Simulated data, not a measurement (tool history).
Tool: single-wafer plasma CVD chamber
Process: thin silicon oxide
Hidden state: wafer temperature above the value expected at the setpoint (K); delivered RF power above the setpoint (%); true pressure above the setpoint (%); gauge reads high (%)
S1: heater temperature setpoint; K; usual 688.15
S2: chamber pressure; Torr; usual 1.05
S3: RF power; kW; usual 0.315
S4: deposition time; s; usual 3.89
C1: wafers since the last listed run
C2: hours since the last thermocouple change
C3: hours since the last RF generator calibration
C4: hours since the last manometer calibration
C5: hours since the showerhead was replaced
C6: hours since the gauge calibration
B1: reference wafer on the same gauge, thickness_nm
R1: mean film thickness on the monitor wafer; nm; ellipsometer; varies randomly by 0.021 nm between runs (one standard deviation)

{"run": 1, "hour": 0.0, "S1": 688.15, "S2": 1.05, "S3": 0.315, "S4": 3.89, "C1": 0, "C2": 2414.6, "C3": 1860.3, "C4": 1495.4, "C5": 2132.6, "C6": 316, "B1": 7.298, "R1": 8.563}
{"run": 2, "hour": 20.8, "S1": 688.15, "S2": 1.05, "S3": 0.315, "S4": 3.89, "C1": 540, "C2": 2435.4, "C3": 1881.1, "C4": 1516.2, "C5": 2153.4, "C6": 336.8, "B1": 7.289, "R1": 8.57}
{"run": 3, "hour": 36.9, "S1": 688.15, "S2": 1.05, "S3": 0.315, "S4": 3.89, "C1": 418, "C2": 2451.5, "C3": 1897.2, "C4": 1532.3, "C5": 2169.5, "C6": 352.9, "B1": 7.299, "R1": 8.572}
{"run": 4, "hour": 59.1, "S1": 688.15, "S2": 1.05, "S3": 0.33, "S4": 3.89, "C1": 576, "C2": 2473.7, "C3": 1919.4, "C4": 1554.5, "C5": 2191.7, "C6": 375.1, "B1": 7.288, "R1": 8.646}
{"hour": 91.5, "done": "gauge calibrated"}
{"run": 5, "hour": 94.9, "S1": 688.15, "S2": 1.05, "S3": 0.33, "S4": 3.89, "C1": 930, "C2": 2509.5, "C3": 1955.2, "C4": 1590.3, "C5": 2227.5, "C6": 3.4, "B1": 7.28, "R1": 8.634}
{"run": 6, "hour": 116.2, "S1": 688.15, "S2": 1.05, "S3": 0.315, "S4": 3.7, "C1": 553, "C2": 2530.8, "C3": 1976.5, "C4": 1611.6, "C5": 2248.8, "C6": 24.7, "B1": 7.292, "R1": 8.144}
{"run": 7, "hour": 148.3, "S1": 688.15, "S2": 1.05, "S3": 0.315, "S4": 3.7, "C1": 834, "C2": 2562.9, "C3": 2008.6, "C4": 1643.7, "C5": 2280.9, "C6": 56.8, "B1": 7.289, "R1": 8.127}
{"run": 8, "hour": 170.4, "S1": 688.15, "S2": 1.05, "S3": 0.315, "S4": 3.89, "C1": 574, "C2": 2585, "C3": 2030.7, "C4": 1665.8, "C5": 2303, "C6": 78.9, "B1": 7.286, "R1": 8.54}
{"run": 9, "hour": 191.7, "S1": 688.15, "S2": 1.05, "S3": 0.315, "S4": 3.89, "C1": 553, "C2": 2606.3, "C3": 2052, "C4": 1687.1, "C5": 2324.3, "C6": 100.2, "B1": 7.291, "R1": 8.511}
{"run": 10, "hour": 214.2, "S1": 688.15, "S2": 1.05, "S3": 0.315, "S4": 3.63, "C1": 584, "C2": 2628.8, "C3": 2074.5, "C4": 1709.6, "C5": 2346.8, "C6": 122.7, "B1": 7.294, "R1": 7.956}
{"run": 11, "hour": 230.2, "S1": 688.15, "S2": 1.05, "S3": 0.28, "S4": 3.89, "C1": 415, "C2": 2644.8, "C3": 2090.5, "C4": 1725.6, "C5": 2362.8, "C6": 138.7, "B1": 7.296, "R1": 8.254}
{"run": 12, "hour": 249.8, "S1": 688.15, "S2": 1.05, "S3": 0.28, "S4": 3.89, "C1": 509, "C2": 2664.4, "C3": 2110.1, "C4": 1745.2, "C5": 2382.4, "C6": 158.3, "B1": 7.296, "R1": 8.235}
{"run": 13, "hour": 270.7, "S1": 688.15, "S2": 1.05, "S3": 0.28, "S4": 3.89, "C1": 543, "C2": 2685.3, "C3": 2131, "C4": 1766.1, "C5": 2403.3, "C6": 179.2, "B1": 7.284, "R1": 8.244}
{"run": 14, "hour": 302.9, "S1": 688.15, "S2": 0.83, "S3": 0.355, "S4": 4.63, "C1": 836, "C2": 2717.5, "C3": 2163.2, "C4": 1798.3, "C5": 2435.5, "C6": 211.4, "B1": 7.281, "R1": 8.447}
{"hour": 329.2, "done": "RF generator calibrated"}
{"run": 15, "hour": 329.7, "S1": 688.15, "S2": 1.05, "S3": 0.315, "S4": 3.89, "C1": 488, "C2": 2744.3, "C3": 0.5, "C4": 1825.1, "C5": 2462.3, "C6": 238.2, "B1": 7.289, "R1": 8.5}
{"hour": 356.7, "done": "capacitance manometer re-zeroed and calibrated"}
{"run": 16, "hour": 363.1, "S1": 681.15, "S2": 1.05, "S3": 0.315, "S4": 3.89, "C1": 660, "C2": 2777.7, "C3": 33.9, "C4": 6.4, "C5": 2495.7, "C6": 271.6, "B1": 7.299, "R1": 8.952}
{"run": 17, "hour": 387.0, "S1": 678.15, "S2": 0.85, "S3": 0.35, "S4": 3.39, "C1": 621, "C2": 2801.6, "C3": 57.8, "C4": 30.3, "C5": 2519.6, "C6": 295.5, "B1": 7.288, "R1": 6.789}
{"hour": 395.1, "done": "thermocouple changed; heater temperature recalibrated"}
{"run": 18, "hour": 421.1, "S1": 695.15, "S2": 1.26, "S3": 0.37, "S4": 4.56, "C1": 678, "C2": 26, "C3": 91.9, "C4": 64.4, "C5": 2553.7, "C6": 329.6, "B1": 7.29, "R1": 12.268}
{"run": 19, "hour": 439.9, "S1": 688.15, "S2": 1.05, "S3": 0.315, "S4": 3.63, "C1": 488, "C2": 44.8, "C3": 110.7, "C4": 83.2, "C5": 2572.5, "C6": 348.4, "B1": 7.288, "R1": 8.287}
{"hour": 469.4, "done": "showerhead replaced"}
{"run": 20, "hour": 472.7, "S1": 688.15, "S2": 1.05, "S3": 0.315, "S4": 3.89, "C1": 644, "C2": 77.6, "C3": 143.5, "C4": 116, "C5": 3.3, "C6": 381.2, "B1": 7.287, "R1": 8.867}
{"hour": 487.3, "done": "gauge calibrated"}
{"run": 21, "hour": 505.3, "S1": 702.15, "S2": 1.24, "S3": 0.265, "S4": 4.15, "C1": 847, "C2": 110.2, "C3": 176.1, "C4": 148.6, "C5": 35.9, "C6": 18, "B1": 7.291, "R1": 9.959}
{"run": 22, "hour": 540.6, "S1": 688.15, "S2": 0.85, "S3": 0.315, "S4": 4.35, "C1": 917, "C2": 145.5, "C3": 211.4, "C4": 183.9, "C5": 71.2, "C6": 53.3, "B1": 7.288, "R1": 8.339}
{"run": 23, "hour": 566.8, "S1": 688.15, "S2": 1.05, "S3": 0.315, "S4": 3.89, "C1": 680, "C2": 171.7, "C3": 237.6, "C4": 210.1, "C5": 97.4, "C6": 79.5, "B1": 7.287, "R1": 8.912}
{"run": 24, "hour": 579.7, "S1": 688.15, "S2": 1.05, "S3": 0.295, "S4": 3.89, "C1": 335, "C2": 184.6, "C3": 250.5, "C4": 223, "C5": 110.3, "C6": 92.4, "B1": 7.295, "R1": 8.703}
{"run": 25, "hour": 612.6, "S1": 688.15, "S2": 0.8, "S3": 0.315, "S4": 3.23, "C1": 854, "C2": 217.5, "C3": 283.4, "C4": 255.9, "C5": 143.2, "C6": 125.3, "B1": 7.281, "R1": 5.833}
{"run": 26, "hour": 626.7, "S1": 688.15, "S2": 1.28, "S3": 0.27, "S4": 4.57, "C1": 366, "C2": 231.6, "C3": 297.5, "C4": 270, "C5": 157.3, "C6": 139.4, "B1": 7.289, "R1": 11.229}
{"run": 27, "hour": 648.3, "S1": 680.15, "S2": 1.28, "S3": 0.315, "S4": 3.89, "C1": 561, "C2": 253.2, "C3": 319.1, "C4": 291.6, "C5": 178.9, "C6": 161, "B1": 7.287, "R1": 10.09}

Branching from run 27: 5 alternative next runs. What would each branch give?
{"run": "A", "hour": 648.7, "S1": 688.15, "S2": 1.05, "S3": 0.315, "S4": 4.55, "C1": 10, "C2": 253.6, "C3": 319.5, "C4": 292, "C5": 179.3, "C6": 161.4, "B1": "?", "R1": "?"}
{"run": "B", "hour": 648.7, "S1": 688.15, "S2": 0.89, "S3": 0.285, "S4": 3.58, "C1": 10, "C2": 253.6, "C3": 319.5, "C4": 292, "C5": 179.3, "C6": 161.4, "B1": "?", "R1": "?"}
{"run": "C", "hour": 648.7, "S1": 674.15, "S2": 1.05, "S3": 0.345, "S4": 3.2, "C1": 10, "C2": 253.6, "C3": 319.5, "C4": 292, "C5": 179.3, "C6": 161.4, "B1": "?", "R1": "?"}
{"run": "D", "hour": 648.7, "S1": 682.15, "S2": 1.05, "S3": 0.315, "S4": 3.89, "C1": 10, "C2": 253.6, "C3": 319.5, "C4": 292, "C5": 179.3, "C6": 161.4, "B1": "?", "R1": "?"}
{"run": "E", "hour": 648.7, "S1": 688.15, "S2": 1.05, "S3": 0.255, "S4": 3.89, "C1": 10, "C2": 253.6, "C3": 319.5, "C4": 292, "C5": 179.3, "C6": 161.4, "B1": "?", "R1": "?"}

run=A B1=7.289 R1=10.382
run=B B1=7.289 R1=6.927
run=C B1=7.289 R1=7.573
run=D B1=7.289 R1=8.913
run=E B1=7.289 R1=8.336
The same runs, with their run-to-run variation unchanged, on a tool lacking any hidden condition would have given:
run=A R1=10.483
run=B R1=7.013
run=C R1=7.647
run=D R1=9
run=E R1=8.417
